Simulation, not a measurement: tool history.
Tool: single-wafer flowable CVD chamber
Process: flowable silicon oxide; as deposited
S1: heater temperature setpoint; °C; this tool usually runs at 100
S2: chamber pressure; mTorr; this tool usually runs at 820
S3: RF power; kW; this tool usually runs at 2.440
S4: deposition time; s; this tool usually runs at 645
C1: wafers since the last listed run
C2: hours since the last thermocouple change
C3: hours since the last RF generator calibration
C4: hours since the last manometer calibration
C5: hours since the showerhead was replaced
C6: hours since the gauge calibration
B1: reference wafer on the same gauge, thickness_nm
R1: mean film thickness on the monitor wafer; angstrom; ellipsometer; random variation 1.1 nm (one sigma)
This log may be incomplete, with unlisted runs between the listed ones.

run,hour,S1,S2,S3,S4,C1,C2,C3,C4,C5,C6,B1,R1
1,0.0,91,820,2.440,645,0,1267.8,2084.8,1702.6,5954.8,279.3,469.265,5688.33
2,35.2,91,820,2.440,645,76,1303.0,2120.0,1737.8,5990.0,314.5,468.603,5692.55
3,48.3,91,820,2.440,645,28,1316.1,2133.1,1750.9,6003.1,327.6,468.795,5721.69
4,83.7,100,820,2.440,645,77,1351.5,2168.5,1786.3,6038.5,363.0,468.918,4107.28
# hour 116.9: showerhead replaced
5,117.4,100,820,2.440,645,55,1385.2,2202.2,1820.0,0.5,396.7,469.123,4134.77
6,134.6,100,820,2.440,645,37,1402.4,2219.4,1837.2,17.7,413.9,469.068,4148.08
# hour 136.8: gauge calibrated
7,157.0,100,820,2.440,645,48,1424.8,2241.8,1859.6,40.1,20.2,469.217,4151.34
8,184.3,100,820,2.865,645,59,1452.1,2269.1,1886.9,67.4,47.5,469.231,4255.84
9,216.2,100,820,2.440,645,69,1484.0,2301.0,1918.8,99.3,79.4,468.841,4174.21
# hour 225.2: RF generator calibrated
# hour 253.5: thermocouple changed; heater temperature recalibrated
10,254.0,109,820,2.440,645,47,0.5,28.8,1956.6,137.1,117.2,469.283,2685.70
# hour 270.1: capacitance manometer re-zeroed and calibrated
11,270.5,104,981,2.300,586,18,17.0,45.3,0.4,153.6,133.7,468.946,3685.71
12,287.7,113,676,2.275,645,37,34.2,62.5,17.6,170.8,150.9,469.047,2000.39
13,321.4,93,736,2.440,645,73,67.9,96.2,51.3,204.5,184.6,468.763,4625.43
14,344.9,100,820,2.595,565,51,91.4,119.7,74.8,228.0,208.1,469.036,3514.68
15,359.2,95,820,2.245,645,31,105.7,134.0,89.1,242.3,222.4,469.278,4726.44

Forecast each of these 3 alternatives for the next run:
A,359.8,100,1007,2.440,645,1,106.3,134.6,89.7,242.9,223.0,?,?
B,359.8,108,820,2.440,645,1,106.3,134.6,89.7,242.9,223.0,?,?
C,359.8,113,820,2.740,645,1,106.3,134.6,89.7,242.9,223.0,?,?

run,B1,R1
A,468.836,4869.15
B,468.836,2925.91
C,468.836,2480.56
Take away the tool's hidden state, keep each run's random variation, and the runs would have read:
run,R1
A,4953.98
B,2980.12
C,2527.28
